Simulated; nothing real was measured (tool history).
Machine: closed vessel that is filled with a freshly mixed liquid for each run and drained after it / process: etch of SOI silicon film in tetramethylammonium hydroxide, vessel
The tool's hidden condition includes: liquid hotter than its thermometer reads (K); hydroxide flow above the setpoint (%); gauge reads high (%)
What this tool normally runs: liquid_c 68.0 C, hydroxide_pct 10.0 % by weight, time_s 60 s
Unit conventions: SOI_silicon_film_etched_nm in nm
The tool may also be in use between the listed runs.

run,hour,liquid_c,hydroxide_pct,time_s,wafers since the last listed run,hours since the thermometer was replaced,hours since the hydroxide flow meter was replaced,hours since the gauge calibration,"read-back film thickness of the SOI silicon film reference wafer, read on the same gauge (nm)",SOI_silicon_film_etched_nm
1,0.0,68.0,10.0,60,0,2297.3,2029.7,106.0,59.98,412.21
2,45.8,68.0,10.0,60,4143,2343.1,2075.5,151.8,60.00,413.86
3,54.9,74.0,10.0,60,823,2352.2,2084.6,160.9,59.99,585.72
4,66.6,74.0,10.0,60,1058,2363.9,2096.3,172.6,60.05,589.01
# hour 79.3: thermometer replaced
5,81.7,68.0,10.0,60,1275,2.4,2111.4,187.7,60.02,442.53
6,87.7,68.0,10.0,60,542,8.4,2117.4,193.7,60.02,439.48
7,101.3,68.0,10.0,60,1230,22.0,2131.0,207.3,59.95,443.34
8,112.0,64.5,10.0,80,968,32.7,2141.7,218.0,60.00,479.05
9,121.9,64.5,10.0,80,895,42.6,2151.6,227.9,59.98,477.25
10,135.7,64.5,10.0,80,1248,56.4,2165.4,241.7,59.98,486.16
11,144.7,68.0,11.0,60,814,65.4,2174.4,250.7,59.96,430.25
12,153.6,68.0,11.0,60,805,74.3,2183.3,259.6,60.00,428.29
13,167.0,68.0,10.0,60,1212,87.7,2196.7,273.0,60.05,444.27
14,183.3,68.0,8.0,70,1474,104.0,2213.0,289.3,59.98,562.12
15,198.5,61.5,10.0,60,1375,119.2,2228.2,304.5,60.04,305.09
16,213.0,60.5,11.5,60,1311,133.7,2242.7,319.0,59.99,270.95
# hour 222.2: thermometer replaced, repeated, since the last time left the tool worse
17,223.0,68.0,7.0,45,814,0.8,2252.7,329.0,60.02,316.45
# hour 238.8: hydroxide flow meter replaced
18,239.3,73.5,11.5,45,1384,17.1,0.5,345.3,59.98,370.88
19,273.7,68.0,10.0,40,3112,51.5,34.9,379.7,59.95,250.02
20,285.8,68.0,10.0,60,1094,63.6,47.0,391.8,59.98,376.39

Run 21 is up next; what results do you expect?
21,299.3,68.0,10.0,60,1221,77.1,60.5,405.3,?,?

read-back film thickness of the SOI silicon film reference wafer, read on the same gauge (nm): 60.01
SOI_silicon_film_etched_nm: 376.21 nm
Had the tool carried no hidden state, the very same run would have given SOI_silicon_film_etched_nm 367.82 nm.

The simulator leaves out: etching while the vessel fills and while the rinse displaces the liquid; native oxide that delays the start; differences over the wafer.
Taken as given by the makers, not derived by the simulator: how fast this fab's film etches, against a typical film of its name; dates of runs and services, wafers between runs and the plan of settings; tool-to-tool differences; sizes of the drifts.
